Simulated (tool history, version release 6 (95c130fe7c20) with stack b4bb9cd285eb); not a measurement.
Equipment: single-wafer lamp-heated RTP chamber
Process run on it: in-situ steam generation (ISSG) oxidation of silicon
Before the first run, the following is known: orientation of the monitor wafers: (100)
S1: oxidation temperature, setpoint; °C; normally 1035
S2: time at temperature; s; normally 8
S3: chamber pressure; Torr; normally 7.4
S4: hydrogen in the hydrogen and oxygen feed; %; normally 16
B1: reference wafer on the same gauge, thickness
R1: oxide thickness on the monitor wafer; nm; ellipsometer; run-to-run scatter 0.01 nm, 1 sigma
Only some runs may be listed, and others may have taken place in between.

run,day,S1,S2,S3,S4,B1,R1
1,0,1035,8,7.4,16,3.418,3.945
# day 1.658: pyrometer window cleaned and pyrometer calibrated
2,1.679,1035,8,7.4,16,3.417,3.896
# day 3.662: gauge calibrated
3,4.892,1035,8,7.4,16,3.418,3.897
# day 5.458: hydrogen flow controller replaced
4,9.3,1035,8,7.4,16,3.42,3.89
5,13.342,1035,8,7.4,16,3.421,3.899
6,15.083,1020,8,7.4,16,3.423,3.696
7,17.471,1020,8,7.4,16,3.422,3.712
8,19.65,1035,9,7.4,16,3.419,4.118
9,23.954,1035,9,7.4,16,3.42,4.145
10,26.904,1035,7,8,16,3.421,3.704
11,30.346,1044,8,6.9,21,3.422,4.38
# day 32.892: pyrometer window cleaned and pyrometer calibrated
12,32.912,1023,8,7.4,16,3.423,3.737
13,34.25,1035,8,7.4,16,3.422,3.898
# day 36.192: pressure gauge zeroed
14,37.871,1044,10,7.4,16,3.418,4.508
15,39.788,1035,10,7.4,16,3.426,4.34
16,41.388,1035,8,7.4,16,3.42,3.91
17,44.488,1020,8,7.4,16,3.417,3.702
18,47.683,1035,8,7.4,20,3.419,4.151
19,50.083,1046,9,7.4,16,3.42,4.333
20,52.296,1043,6,7.4,22,3.418,3.852
21,56.154,1035,8,7.4,16,3.417,3.902
22,59.75,1035,8,7.4,16,3.421,3.928
23,62.721,1029,8,7.4,16,3.421,3.849
24,65.475,1020,8,7.4,16,3.42,3.721
25,67.004,1035,8,8.7,16,3.419,3.951
# day 67.371: pyrometer window cleaned and pyrometer calibrated
26,68.758,1029,8,8.9,16,3.42,3.802
27,72.638,1035,8,7.4,25,3.421,4.41
28,75.417,1035,8,7.8,16,3.42,3.897
# day 78.1: gauge calibrated
29,79.446,1035,9,7.4,16,3.421,4.114
30,82.062,1047,11,8.9,16,3.423,4.793

What was the tool's hidden state at every run in the log?
true pressure minus gauge reading, Torr: 0 on each run
deviation of the hydrogen flow from its setpoint, %: 0 on each run
gauge reads high (%): 0 on each run
H1: true wafer temperature minus pyrometer reading, K
run,H1
1,2.49
2,0.501
3,0.526
4,0.644
5,0.834
6,0.941
7,1.11
8,1.29
9,1.72
10,2.06
11,2.51
12,0.448
13,0.453
14,0.509
15,0.565
16,0.625
17,0.777
18,0.983
19,1.17
20,1.37
21,1.77
22,2.21
23,2.62
24,3.04
25,3.29
26,0.203
27,0.266
28,0.357
29,0.555
30,0.726
